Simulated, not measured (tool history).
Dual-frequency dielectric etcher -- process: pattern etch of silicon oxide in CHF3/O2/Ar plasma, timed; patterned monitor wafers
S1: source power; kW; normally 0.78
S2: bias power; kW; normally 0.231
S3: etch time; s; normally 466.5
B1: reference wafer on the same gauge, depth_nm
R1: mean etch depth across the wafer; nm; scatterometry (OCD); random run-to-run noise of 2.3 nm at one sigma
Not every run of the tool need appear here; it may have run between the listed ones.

Run 1, day 0: usual settings but S1 0.68 kW; B1 1209.9. Result: R1 1049.6 nm.
Run 2, day 1.183: usual settings but S1 0.68 kW; B1 1210.1. Result: R1 1047.7 nm.
At day 2.517: bias power generator calibrated.
Run 3, day 2.538: usual settings but S1 0.68 kW; B1 1210.4. Result: R1 1045.7 nm.
At day 3.592: upper electrode replaced.
Run 4, day 3.612: usual settings; B1 1210.2. Result: R1 1091.8 nm.
Run 5, day 4.258: usual settings but S3 425 s; B1 1209.9. Result: R1 997.7 nm.
Run 6, day 5.088: usual settings; B1 1209.9. Result: R1 1094.4 nm.
Run 7, day 6.458: usual settings; B1 1210.2. Result: R1 1090.6 nm.
Run 8, day 7.212: usual settings; B1 1209.6. Result: R1 1091.2 nm.
Run 9, day 8.338: usual settings but S2 0.251 kW; B1 1210.4. Result: R1 1117.3 nm.
Run 10, day 9.546: usual settings but S1 0.61 kW, S2 0.287 kW, S3 407 s; B1 1209.9. Result: R1 917.2 nm.
At day 10.454: gauge calibrated.
Run 11, day 10.508: usual settings but S3 389.5 s; B1 1209.3. Result: R1 909.6 nm.
Run 12, day 11.412: usual settings but S1 0.83 kW, S2 0.248 kW, S3 334.5 s; B1 1209.7. Result: R1 809.2 nm.
Run 13, day 11.971: usual settings; B1 1210. Result: R1 1089.5 nm.
Run 14, day 12.662: usual settings; B1 1210. Result: R1 1090 nm.
Run 15, day 13.388: usual settings; B1 1209.8. Result: R1 1083.2 nm.
Run 16, day 14.433: usual settings but S1 0.7 kW, S2 0.176 kW, S3 372 s; B1 1209.7. Result: R1 784.5 nm.
Run 17, day 15.612: usual settings but S2 0.199 kW; B1 1210.6. Result: R1 1052.5 nm.
Run 18, day 16.204: usual settings but S1 0.66 kW; B1 1209.5. Result: R1 1023 nm.
Run 19, day 17.188: usual settings; B1 1210.2. Result: R1 1083.2 nm.
Run 20, day 18.667: usual settings but S2 0.195 kW, S3 545 s; B1 1210.3. Result: R1 1215.2 nm.
Run 21, day 19.592: usual settings but S2 0.255 kW, S3 363.5 s; B1 1210.5. Result: R1 858.4 nm.
Run 22, day 20.604: usual settings but S1 0.7 kW, S2 0.271 kW, S3 335 s; B1 1210.2. Result: R1 776 nm.
At day 21.792: wet clean of the chamber.
Run 23, day 21.812: usual settings but S1 0.6 kW, S2 0.207 kW, S3 524 s; B1 1210.5. Result: R1 1105.2 nm.
At day 22.333: source power generator calibrated.
Run 24, day 22.758: usual settings but S1 0.9 kW; B1 1210.4. Result: R1 1162 nm.
Run 25, day 24.033: usual settings; B1 1209.2. Result: R1 1101.9 nm.
Run 26, day 25.042: usual settings but S1 0.71 kW, S2 0.189 kW, S3 406.5 s; B1 1209.8. Result: R1 891.5 nm.
Run 27, day 26.525: usual settings but S1 0.59 kW, S2 0.186 kW, S3 408 s; B1 1209.8. Result: R1 834.5 nm.
Run 28, day 27.483: usual settings but S2 0.204 kW; B1 1209.8. Result: R1 1068.3 nm.
Run 29, day 28.833: usual settings; B1 1210.4. Result: R1 1097.5 nm.
Run 30, day 29.679: usual settings but S1 0.6 kW, S2 0.251 kW, S3 364.5 s; B1 1209.9. Result: R1 798.2 nm.
Run 31, day 32.312: usual settings but S1 0.89 kW, S2 0.183 kW, S3 369 s; B1 1209.3. Result: R1 861 nm.

The same runs without the tool's hidden state, with the same run-to-run variation:
What the log doesn't record here: etch rate over this chamber's usual, %; source power that arrives over what is set, %; bias power that arrives over what is set, %; gauge reads high (%).
run      R1
  1  1050.6
  2  1049.8
  3  1049.1
  4  1096.3
  5  1002.5
  6  1100.4
  7  1097.9
  8  1099.2
  9  1126.7
 10   925.9
 11     919
 12   818.2
 13  1102.3
 14  1103.5
 15  1097.3
 16   795.5
 17  1068.3
 18  1038.9
 19  1101.1
 20  1236.9
 21   874.5
 22   791.3
 23  1101.2
 24  1158.8
 25  1100.1
 26   890.8
 27     835
 28  1069.7
 29  1100.4
 30   800.9
 31   865.9
